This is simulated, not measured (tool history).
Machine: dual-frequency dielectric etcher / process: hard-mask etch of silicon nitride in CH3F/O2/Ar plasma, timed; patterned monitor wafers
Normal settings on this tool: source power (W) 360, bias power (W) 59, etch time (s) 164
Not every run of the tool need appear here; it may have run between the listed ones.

run,day,source power (W),bias power (W),etch time (s),"read-back reference wafer on the same gauge, depth_nm",mean etch depth across the wafer (nm)
1,0,360,59,164,116.1,103.9
2,0.425,360,59,164,116,103.7
3,2.517,360,59,164,116,103.5
4,3.221,360,59,164,116.1,102.8
# day 4.55: wet clean of the chamber
5,4.571,360,51,188.5,115.9,114
6,4.588,390,59,164,115.9,103.7
7,4.946,330,59,199,116.1,119.2
8,5.312,360,59,203.5,116,126.5
9,6.017,280,59,164,116.2,95.1
10,6.375,410,59,183.5,116,116.8
11,6.867,360,67,164,116.1,103.2
12,7.212,420,46,131,116,81.5
# day 8.562: wet clean of the chamber, repeated, since the last time left the tool worse
13,8.9,360,59,164,116.1,104.2
14,9.275,360,59,164,115.8,105.6
# day 9.721: source power generator calibrated
15,9.992,360,59,164,115.9,105.1
16,10.588,360,59,164,115.9,104.3
17,11,410,73,164,116.1,113.4
# day 12.379: upper electrode replaced
18,12.4,360,59,164,116,103.9
19,12.417,360,59,164,116,103.4
20,13.879,330,54,145.5,116,88.1
21,14.304,360,59,164,115.8,104.2
22,14.646,360,59,115,115.8,73.1
23,15.038,410,70,120.5,115.9,82.1
24,15.475,430,67,164,116,111.8
25,16.225,360,59,137.5,116,87.9
26,16.708,360,59,187.5,116.1,118.8
27,17.075,360,72,186.5,116,122.9
28,17.496,360,59,198.5,116.1,126
29,18.025,440,48,146,116,94.4
30,18.533,280,59,178.5,116.1,106

What if the next run were any one of these 4? Each begins from the tool's condition after run 30:
A,18.554,360,59,139.5,?,?
B,18.554,390,46,203.5,?,?
C,18.554,290,52,141,?,?
D,18.554,330,44,198.5,?,?

run,"read-back reference wafer on the same gauge, depth_nm",mean etch depth across the wafer (nm)
A,116.1,87.9
B,116.1,125.5
C,116.1,81.9
D,116.1,116
The same runs, with their run-to-run variation unchanged, on a tool lacking any hidden condition would have given:
run,mean etch depth across the wafer (nm)
A,88.8
B,126.8
C,82.7
D,117.2
